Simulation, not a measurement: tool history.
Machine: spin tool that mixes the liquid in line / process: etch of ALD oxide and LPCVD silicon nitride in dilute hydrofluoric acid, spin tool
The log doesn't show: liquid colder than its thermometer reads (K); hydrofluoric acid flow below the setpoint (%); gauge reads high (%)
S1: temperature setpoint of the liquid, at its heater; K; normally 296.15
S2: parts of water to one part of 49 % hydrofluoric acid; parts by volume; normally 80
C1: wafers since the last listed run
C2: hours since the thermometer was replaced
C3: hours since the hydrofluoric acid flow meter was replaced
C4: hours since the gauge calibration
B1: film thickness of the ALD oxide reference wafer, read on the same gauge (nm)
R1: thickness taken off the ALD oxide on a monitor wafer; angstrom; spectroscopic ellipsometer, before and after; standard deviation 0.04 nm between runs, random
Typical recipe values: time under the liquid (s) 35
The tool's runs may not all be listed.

Run 1, day 0: usual settings but time under the liquid (s) 20; C1 0; C2 2149; C3 247.4; C4 1905.8; B1 60.01. Result: R1 62.4 angstrom.
At day 4.083: thermometer replaced.
Run 2, day 9.588: usual settings; C1 3993; C2 132.1; C3 477.5; C4 2135.9; B1 59.98. Result: R1 108.1 angstrom.
Run 3, day 12.629: usual settings but S1 293.65 K; C1 1272; C2 205.1; C3 550.5; C4 2208.9; B1 60.03. Result: R1 98.5 angstrom.
Run 4, day 16.742: usual settings but S1 293.65 K; C1 1720; C2 303.8; C3 649.2; C4 2307.6; B1 60. Result: R1 97.2 angstrom.
Run 5, day 18.704: usual settings but S1 293.65 K; C1 820; C2 350.9; C3 696.3; C4 2354.7; B1 60.01. Result: R1 97 angstrom.
Run 6, day 20.558: usual settings but S2 90 parts by volume; C1 775; C2 395.4; C3 740.8; C4 2399.2; B1 60.01. Result: R1 94.7 angstrom.
Run 7, day 24: usual settings but S2 90 parts by volume; C1 1439; C2 478; C3 823.4; C4 2481.8; B1 59.99. Result: R1 94.7 angstrom.
Run 8, day 26.788: usual settings; C1 1166; C2 544.9; C3 890.3; C4 2548.7; B1 60.03. Result: R1 107.4 angstrom.
Run 9, day 29.25: usual settings but S1 301.15 K, S2 115 parts by volume, time under the liquid (s) 40; C1 1030; C2 604; C3 949.4; C4 2607.8; B1 59.98. Result: R1 99.1 angstrom.
Run 10, day 33.317: usual settings but S1 298.15 K, S2 55 parts by volume; C1 1701; C2 701.6; C3 1047; C4 2705.4; B1 60.04. Result: R1 174.7 angstrom.
Run 11, day 35.179: usual settings but S2 45 parts by volume; C1 779; C2 746.3; C3 1091.7; C4 2750.1; B1 59.98. Result: R1 198.4 angstrom.
Run 12, day 38.392: usual settings but S1 298.15 K, S2 40 parts by volume; C1 1343; C2 823.4; C3 1168.8; C4 2827.2; B1 60. Result: R1 244.3 angstrom.
Run 13, day 40.738: usual settings; C1 981; C2 879.7; C3 1225.1; C4 2883.5; B1 60. Result: R1 106.7 angstrom.
Run 14, day 44.554: usual settings but S1 297.65 K, S2 40 parts by volume, time under the liquid (s) 55; C1 1596; C2 971.3; C3 1316.7; C4 2975.1; B1 60.05. Result: R1 375.2 angstrom.
Run 15, day 47.229: usual settings but S1 297.65 K, S2 70 parts by volume, time under the liquid (s) 45; C1 1118; C2 1035.5; C3 1380.9; C4 3039.3; B1 60. Result: R1 166.6 angstrom.
Run 16, day 50.025: usual settings but time under the liquid (s) 25; C1 1169; C2 1102.6; C3 1448; C4 3106.4; B1 60.01. Result: R1 75.6 angstrom.
Run 17, day 51.908: usual settings but S1 299.65 K, S2 50 parts by volume, time under the liquid (s) 40; C1 787; C2 1147.8; C3 1493.2; C4 3151.6; B1 59.99. Result: R1 231.7 angstrom.
At day 51.975: gauge calibrated.
Run 18, day 55.917: usual settings; C1 1676; C2 1244; C3 1589.4; C4 94.6; B1 59.99. Result: R1 105.4 angstrom.
At day 57.296: hydrofluoric acid flow meter replaced.
Run 19, day 59.862: usual settings but S1 298.15 K, S2 50 parts by volume, time under the liquid (s) 30; C1 1633; C2 1338.7; C3 61.6; C4 189.3; B1 59.96. Result: R1 170.3 angstrom.
Run 20, day 63.233: usual settings but S1 300.65 K, time under the liquid (s) 25; C1 1410; C2 1419.6; C3 142.5; C4 270.2; B1 59.97. Result: R1 93.5 angstrom.
Run 21, day 66.138: usual settings but S2 100 parts by volume, time under the liquid (s) 50; C1 1214; C2 1489.3; C3 212.2; C4 339.9; B1 60.01. Result: R1 122.2 angstrom.
Run 22, day 70.304: usual settings; C1 1742; C2 1589.3; C3 312.2; C4 439.9; B1 60.01. Result: R1 108.5 angstrom.
Run 23, day 74.8: usual settings but S1 299.65 K, S2 50 parts by volume, time under the liquid (s) 40; C1 1880; C2 1697.2; C3 420.1; C4 547.8; B1 59.98. Result: R1 238.8 angstrom.
Run 24, day 78.921: usual settings but S1 298.15 K, time under the liquid (s) 45; C1 1723; C2 1796.1; C3 519; C4 646.7; B1 60. Result: R1 152.1 angstrom.
Run 25, day 83.262: usual settings; C1 1816; C2 1900.3; C3 623.2; C4 750.9; B1 60. Result: R1 108.9 angstrom.
Run 26, day 84.9: usual settings; C1 684; C2 1939.6; C3 662.5; C4 790.2; B1 60.02. Result: R1 108.1 angstrom.
Run 27, day 88.829: usual settings but S1 300.15 K; C1 1643; C2 2033.9; C3 756.8; C4 884.5; B1 60.02. Result: R1 127 angstrom.

For some of the steps in R1 from one run to the next: how much would appear even if the tool had no hidden state, given the settings, what came in and random variation, and how much remains for the hidden state plus any gauge scatter that the measured result and the result without hidden state don't share?
Run 13 -> 14: S1 296.15 -> 297.65, S2 80 -> 40, time under the liquid (s) 35 -> 55. R1 +268.5 angstrom: hidden state -10.3, all else +278.8.
Run 14 -> 15: S2 40 -> 70, time under the liquid (s) 55 -> 45. R1 -208.6 angstrom: hidden state +7.4, all else -216.
